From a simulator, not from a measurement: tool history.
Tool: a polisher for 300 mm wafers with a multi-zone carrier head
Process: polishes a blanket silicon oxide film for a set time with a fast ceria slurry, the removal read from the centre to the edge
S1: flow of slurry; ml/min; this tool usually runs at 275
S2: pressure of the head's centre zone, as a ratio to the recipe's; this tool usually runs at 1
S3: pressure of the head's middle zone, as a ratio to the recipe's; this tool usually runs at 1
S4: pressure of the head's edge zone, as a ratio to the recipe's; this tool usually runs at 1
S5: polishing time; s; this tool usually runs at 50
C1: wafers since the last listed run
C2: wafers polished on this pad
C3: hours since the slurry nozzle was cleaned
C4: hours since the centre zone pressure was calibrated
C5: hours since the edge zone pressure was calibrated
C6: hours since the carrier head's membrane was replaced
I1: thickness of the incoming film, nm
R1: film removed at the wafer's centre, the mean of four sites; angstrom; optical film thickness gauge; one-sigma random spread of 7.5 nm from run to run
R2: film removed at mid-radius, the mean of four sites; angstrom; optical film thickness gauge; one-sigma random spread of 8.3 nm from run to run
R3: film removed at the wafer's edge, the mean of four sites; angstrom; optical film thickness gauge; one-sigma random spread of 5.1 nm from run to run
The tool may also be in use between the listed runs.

run,hour,S1,S2,S3,S4,S5,C1,C2,C3,C4,C5,C6,I1,R1,R2,R3
1,0,275,1,1,1,50,0,1833,149.4,147.2,1127.7,1208.8,3284.1,5767,5713,5700
# hour 24.4: edge zone pressure recalibrated
2,52.6,275,1,1,1,50,715,2549,202,199.8,28.2,1261.4,3270.9,5557,5540,5710
3,120.1,275,1.07,0.91,1,50,954,3504,269.5,267.3,95.7,1328.9,3385.1,6021,5420,5700
4,174.1,275,1,1,1,50,763,4267,323.5,321.3,149.7,1382.9,3342.4,5533,5511,5600
5,261.1,275,1,1,1,50,1230,5498,410.5,408.3,236.7,1469.9,3334.7,5355,5474,5601
6,302.2,275,1,1,1,55,581,6080,451.6,449.4,277.8,1511,3396.1,5894,6066,6283
# hour 339.7: worn pad replaced by a new one
7,378.5,355,0.9,1.07,1.07,50,1022,548,527.9,525.7,354.1,1587.3,3372.2,4870,6079,5910
# hour 385.8: centre zone pressure recalibrated
8,428.3,275,1,1.05,1,50,676,1224,577.7,42.5,403.9,1637.1,3280.8,5583,5751,5623
9,498.5,275,1,1.11,1,50,993,2217,647.9,112.7,474.1,1707.3,3306.4,5683,6090,5597
10,559.9,275,1,1,1,50,868,3086,709.3,174.1,535.5,1768.7,3359.4,5609,5529,5510
11,599.4,275,1,0.95,1,32,558,3645,748.8,213.6,575,1808.2,3330,3560,3365,3596
# hour 647.9: carrier head's membrane replaced by a new one
# hour 668.3: slurry nozzle cleaned
12,668.8,195,1,1.04,1,63,896,4541,0.5,283,644.4,20.9,3279.9,7030,7234,7174
13,726.3,275,1,1,1,50,813,5355,58,340.5,701.9,78.4,3336.4,5840,5884,5774
# hour 750.8: worn pad replaced by a new one
14,804,275,0.94,0.97,1,50,1042,752,135.7,418.2,779.6,156.1,3351.6,5260,5420,5723
15,873.2,360,1,0.92,1,50,978,1731,204.9,487.4,848.8,225.3,3394.1,5635,5545,5921
# hour 894.4: centre zone pressure recalibrated
16,919.3,275,1,1,1,33,623,2355,251,24.9,894.9,271.4,3278.3,3780,3772,3741
17,1011.6,275,1,0.94,1.05,44,1305,3660,343.3,117.2,987.2,363.7,3351.1,5025,4737,5125
# hour 1079.2: edge zone pressure recalibrated
18,1082.6,325,1.06,0.96,1,50,976,4636,414.3,188.2,3.4,434.7,3285.4,6079,5628,5711
19,1122.6,275,1,1,1,50,565,5202,454.3,228.2,43.4,474.7,3306.2,5573,5608,5598
20,1185.4,275,1,1,1,50,888,6091,517.1,291,106.2,537.5,3319,5444,5638,5602
21,1229.4,275,1,1,1,36,622,6713,561.1,335,150.2,581.5,3305.9,3949,4078,4024

Hidden state at the last listed run before each entry between runs and at the first one after, where it differs:
Logged between run 1 and run 2: edge zone pressure recalibrated (hour 24.4)
  slurry flow missing at the pad, %: 21.4 -> 25.5; deviation of the centre zone's pressure from its setpoint, %: -0.336 -> -0.77
  measured result minus the result with no hidden state, R1: -164 -> -218 angstrom; R2: -127 -> -155 angstrom; R3: -96 -> -120 angstrom
Logged between run 6 and run 7: worn pad replaced by a new one (hour 339.7)
  slurry flow missing at the pad, %: 37.6 -> 39.7; deviation of the centre zone's pressure from its setpoint, %: -4.63 -> -6.4
  measured result minus the result with no hidden state, R1: -615 -> -580 angstrom; R2: -285 -> -250 angstrom; R3: -221 -> -186 angstrom
Logged between run 7 and run 8: centre zone pressure recalibrated (hour 385.8)
  slurry flow missing at the pad, %: 39.7 -> 40.8; deviation of the centre zone's pressure from its setpoint, %: -6.4 -> 0.957
  measured result minus the result with no hidden state, R1: -580 -> -278 angstrom; R2: -250 -> -308 angstrom; R3: -186 -> -223 angstrom
Logged between run 11 and run 12: carrier head's membrane replaced by a new one (hour 647.9); slurry nozzle cleaned (hour 668.3)
  slurry flow missing at the pad, %: 43.4 -> 0.153; deviation of the centre zone's pressure from its setpoint, %: -0.0857 -> -0.906
  measured result minus the result with no hidden state, R1: -238 -> -66 angstrom; R2: -198 -> +0 angstrom; R3: -158 -> -1 angstrom
Logged between run 13 and run 14: worn pad replaced by a new one (hour 750.8)
  slurry flow missing at the pad, %: 7.53 -> 15.5; deviation of the centre zone's pressure from its setpoint, %: -1.76 -> -3.16
  measured result minus the result with no hidden state, R1: -151 -> -267 angstrom; R2: -40 -> -83 angstrom; R3: -30 -> -66 angstrom
Logged between run 15 and run 16: centre zone pressure recalibrated (hour 894.4)
  slurry flow missing at the pad, %: 21 -> 24.1; deviation of the centre zone's pressure from its setpoint, %: -4.65 -> -0.357
  measured result minus the result with no hidden state, R1: -393 -> -124 angstrom; R2: -96 -> -98 angstrom; R3: -79 -> -73 angstrom
Logged between run 17 and run 18: edge zone pressure recalibrated (hour 1079.2)
  slurry flow missing at the pad, %: 28.9 -> 31.7; deviation of the centre zone's pressure from its setpoint, %: -0.669 -> -1.18
  measured result minus the result with no hidden state, R1: -219 -> -295 angstrom; R2: -155 -> -182 angstrom; R3: -126 -> -141 angstrom

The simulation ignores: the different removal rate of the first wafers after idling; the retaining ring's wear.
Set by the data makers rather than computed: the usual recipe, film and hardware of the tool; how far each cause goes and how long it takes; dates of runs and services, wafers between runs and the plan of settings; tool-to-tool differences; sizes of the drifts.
